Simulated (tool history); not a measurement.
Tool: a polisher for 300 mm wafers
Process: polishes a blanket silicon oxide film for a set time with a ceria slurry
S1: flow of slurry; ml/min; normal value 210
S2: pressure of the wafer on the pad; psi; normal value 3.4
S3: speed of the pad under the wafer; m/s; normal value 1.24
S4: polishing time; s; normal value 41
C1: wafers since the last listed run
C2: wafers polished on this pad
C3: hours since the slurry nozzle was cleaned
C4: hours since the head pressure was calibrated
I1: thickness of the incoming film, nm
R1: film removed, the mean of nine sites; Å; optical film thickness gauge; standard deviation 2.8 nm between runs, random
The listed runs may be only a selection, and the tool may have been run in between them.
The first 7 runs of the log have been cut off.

run 8 hour=115.7 | S1=210 S2=3.4 S3=1.24 S4=41 | C1=80 C2=85 C3=278.9 C4=377.8 | I1=1793.1 | R1=1790
run 9 hour=130.1 | S1=210 S2=3.4 S3=1.24 S4=41 | C1=129 C2=214 C3=293.3 C4=392.2 | I1=1771.4 | R1=1795
run 10 hour=143.7 | S1=210 S2=3.4 S3=0.96 S4=41 | C1=122 C2=337 C3=306.9 C4=405.8 | I1=1795.2 | R1=1518
run 11 hour=156.7 | S1=210 S2=3.4 S3=1.12 S4=41 | C1=116 C2=453 C3=319.9 C4=418.8 | I1=1754.5 | R1=1660
run 12 hour=168.5 | S1=210 S2=3.4 S3=1.02 S4=41 | C1=105 C2=559 C3=331.7 C4=430.6 | I1=1815.8 | R1=1572
run 13 hour=182.9 | S1=210 S2=3.4 S3=1.02 S4=41 | C1=129 C2=689 C3=346.1 C4=445.0 | I1=1782.3 | R1=1520
run 14 hour=199.5 | S1=210 S2=3.4 S3=1.02 S4=41 | C1=149 C2=838 C3=362.7 C4=461.6 | I1=1779.7 | R1=1535
-- hour=211.1 worn pad replaced by a new one
-- hour=214.2 slurry nozzle cleaned
run 15 hour=214.7 | S1=210 S2=3.4 S3=1.24 S4=41 | C1=91 C2=23 C3=0.5 C4=476.8 | I1=1772.6 | R1=1819
run 16 hour=221.2 | S1=210 S2=3.4 S3=1.24 S4=41 | C1=58 C2=81 C3=7.0 C4=483.3 | I1=1751.3 | R1=1811
run 17 hour=233.4 | S1=210 S2=3.4 S3=1.24 S4=41 | C1=109 C2=191 C3=19.2 C4=495.5 | I1=1759.4 | R1=1848
-- hour=237.4 head pressure recalibrated
run 18 hour=242.9 | S1=210 S2=3.4 S3=1.24 S4=41 | C1=67 C2=258 C3=28.7 C4=5.5 | I1=1795.5 | R1=1973
run 19 hour=252.2 | S1=180 S2=3.4 S3=1.04 S4=41 | C1=83 C2=342 C3=38.0 C4=14.8 | I1=1754.5 | R1=1715
run 20 hour=260.7 | S1=210 S2=2.6 S3=1.24 S4=41 | C1=76 C2=418 C3=46.5 C4=23.3 | I1=1761.9 | R1=1695
run 21 hour=278.2 | S1=210 S2=4.1 S3=1.24 S4=34 | C1=157 C2=575 C3=64.0 C4=40.8 | I1=1777.7 | R1=1753
run 22 hour=286.6 | S1=210 S2=3.4 S3=1.24 S4=41 | C1=75 C2=651 C3=72.4 C4=49.2 | I1=1792.3 | R1=1929
run 23 hour=296.5 | S1=210 S2=4.1 S3=1.04 S4=41 | C1=88 C2=740 C3=82.3 C4=59.1 | I1=1779.4 | R1=1969
run 24 hour=305.4 | S1=210 S2=3.4 S3=1.24 S4=41 | C1=79 C2=820 C3=91.2 C4=68.0 | I1=1790.7 | R1=1990
-- hour=312.4 worn pad replaced by a new one
run 25 hour=318.4 | S1=145 S2=4.5 S3=1.24 S4=41 | C1=80 C2=53 C3=104.2 C4=81.0 | I1=1794.3 | R1=2136
run 26 hour=333.4 | S1=175 S2=3.4 S3=1.24 S4=32 | C1=134 C2=188 C3=119.2 C4=96.0 | I1=1791.5 | R1=1435
run 27 hour=341.3 | S1=275 S2=3.4 S3=1.46 S4=41 | C1=70 C2=259 C3=127.1 C4=103.9 | I1=1792.7 | R1=2244
run 28 hour=354.6 | S1=280 S2=3.4 S3=1.24 S4=41 | C1=119 C2=378 C3=140.4 C4=117.2 | I1=1763.5 | R1=1988
run 29 hour=360.9 | S1=210 S2=3.4 S3=1.24 S4=29 | C1=56 C2=435 C3=146.7 C4=123.5 | I1=1780.5 | R1=1336
run 30 hour=374.3 | S1=280 S2=2.3 S3=0.94 S4=55 | C1=120 C2=555 C3=160.1 C4=136.9 | I1=1801.4 | R1=1794
run 31 hour=384.6 | S1=230 S2=2.3 S3=1.24 S4=41 | C1=92 C2=648 C3=170.4 C4=147.2 | I1=1795.2 | R1=1503

Forecast run 32:
run 32 hour=391.2 | S1=210 S2=3.4 S3=1.24 S4=41 | C1=59 C2=707 C3=177.0 C4=153.8 | I1=1794.5 | R1=?

R1: 1870 Å
Were there no unlogged condition in the tool, this run, its random variation unchanged, would have produced R1 1984 Å.
